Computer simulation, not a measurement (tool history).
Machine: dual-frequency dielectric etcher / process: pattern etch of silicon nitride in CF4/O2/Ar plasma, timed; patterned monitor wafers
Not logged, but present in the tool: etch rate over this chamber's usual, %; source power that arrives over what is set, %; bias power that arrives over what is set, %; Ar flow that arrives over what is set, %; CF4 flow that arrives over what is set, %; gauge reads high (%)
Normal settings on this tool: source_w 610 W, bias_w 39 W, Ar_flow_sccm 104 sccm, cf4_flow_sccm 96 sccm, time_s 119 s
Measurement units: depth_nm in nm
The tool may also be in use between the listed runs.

run    hour  source_w  bias_w  Ar_flow_sccm  cf4_flow_sccm  time_s  wafers since the last listed run  hours since the last wet clean  hours since the last source power generator calibration  hours since the last bias power generator calibration  hours since the last Ar flow controller change  hours since the last CF4 flow controller change  hours since the last upper electrode change  hours since the gauge calibration  read-back reference wafer on the same gauge, depth_nm  depth_nm
  1       0       610      39            91             96     108                                 0                             171                                                     3390                                                 1767.8                                            4447                                           3160.9                                          939                                456                                                    223     236.8
  2    98.7       610      39            91             96     108                              1026                           269.7                                                   3488.7                                                 1866.5                                          4545.7                                           3259.6                                       1037.7                              554.7                                                  222.9     236.8
  3   201.6       610      39           104             96     119                              1069                           372.6                                                   3591.6                                                 1969.4                                          4648.6                                           3362.5                                       1140.6                              657.6                                                  222.9     256.1
      251.4  -- wet clean of the chamber
  4   251.9       610      39           104             96     119                               273                             0.5                                                   3641.9                                                 2019.7                                          4698.9                                           3412.8                                       1190.9                              707.9                                                    223       256
  5   471.9       610      39           104             96     119                              2287                           220.5                                                   3861.9                                                 2239.7                                          4918.9                                           3632.8                                       1410.9                              927.9                                                    223     255.8
  6   537.7       610      39           104             96     119                               684                           286.3                                                   3927.7                                                 2305.5                                          4984.7                                           3698.6                                       1476.7                              993.7                                                  223.2     256.4
        589  -- Ar flow controller replaced
  7   612.5       610      39           104             96     119                               715                           361.1                                                   4002.5                                                 2380.3                                            23.5                                           3773.4                                       1551.5                             1068.5                                                    223     256.8
      726.8  -- wet clean of the chamber
      731.3  -- CF4 flow controller replaced
      779.8  -- source power generator calibrated
  8     896       610      39           104             96     119                              2610                           169.2                                                    116.2                                                 2663.8                                             307                                            164.7                                         1835                               1352                                                  223.1     255.5
  9   994.7       610      39           104             96     119                              1026                           267.9                                                    214.9                                                 2762.5                                           405.7                                            263.4                                       1933.7                             1450.7                                                  223.1     257.2
       1041  -- bias power generator calibrated
 10  1048.4       500      39           112             96     119                               516                           321.6                                                    268.6                                                    7.4                                           459.4                                            317.1                                       1987.4                             1504.4                                                    223     203.9
     1077.8  -- gauge calibrated
 11  1104.9       520      49           114            118     119                               587                           378.1                                                    325.1                                                   63.9                                           515.9                                            373.6                                       2043.9                               27.1                                                    223     235.8
 12  1155.8       680      31            87             96     119                               529                             429                                                      376                                                  114.8                                           566.8                                            424.5                                       2094.8                                 78                                                  223.1     273.1
     1261.1  -- wet clean of the chamber
     1338.8  -- upper electrode replaced
 13  1431.8       610      39            89             96     119                              2370                           170.7                                                      652                                                  390.8                                           842.8                                            700.5                                           93                                354                                                  222.9       262
 14  1491.8       610      34            95             96     119                               623                           230.7                                                      712                                                  450.8                                           902.8                                            760.5                                          153                                414                                                    223     247.7
 15  1587.4       610      39           104             96     119                               993                           326.3                                                    807.6                                                  546.4                                           998.4                                            856.1                                        248.6                              509.6                                                  223.1     255.8
     1666.1  -- wet clean of the chamber
 16    1685       610      39           104             96     119                               765                            18.9                                                    905.2                                                    644                                            1096                                            953.7                                        346.2                              607.2                                                  223.1     256.2

How the hidden state differs across the entries between the runs, from the last listed run before each to the first after it:
Logged between run 3 and run 4: wet clean of the chamber (hour 251.4)
  the hidden state is the same at both runs
Logged between run 6 and run 7: Ar flow controller replaced (hour 589)
  the hidden state is the same at both runs
Logged between run 7 and run 8: wet clean of the chamber (hour 726.8); CF4 flow controller replaced (hour 731.3); source power generator calibrated (hour 779.8)
  the hidden state is the same at both runs
Logged between run 9 and run 10: bias power generator calibrated (hour 1041)
  the hidden state is the same at both runs
Logged between run 10 and run 11: gauge calibrated (hour 1077.8)
  the hidden state is the same at both runs
Logged between run 12 and run 13: wet clean of the chamber (hour 1261.1); upper electrode replaced (hour 1338.8)
  the hidden state is the same at both runs
Logged between run 15 and run 16: wet clean of the chamber (hour 1666.1)
  the hidden state is the same at both runs

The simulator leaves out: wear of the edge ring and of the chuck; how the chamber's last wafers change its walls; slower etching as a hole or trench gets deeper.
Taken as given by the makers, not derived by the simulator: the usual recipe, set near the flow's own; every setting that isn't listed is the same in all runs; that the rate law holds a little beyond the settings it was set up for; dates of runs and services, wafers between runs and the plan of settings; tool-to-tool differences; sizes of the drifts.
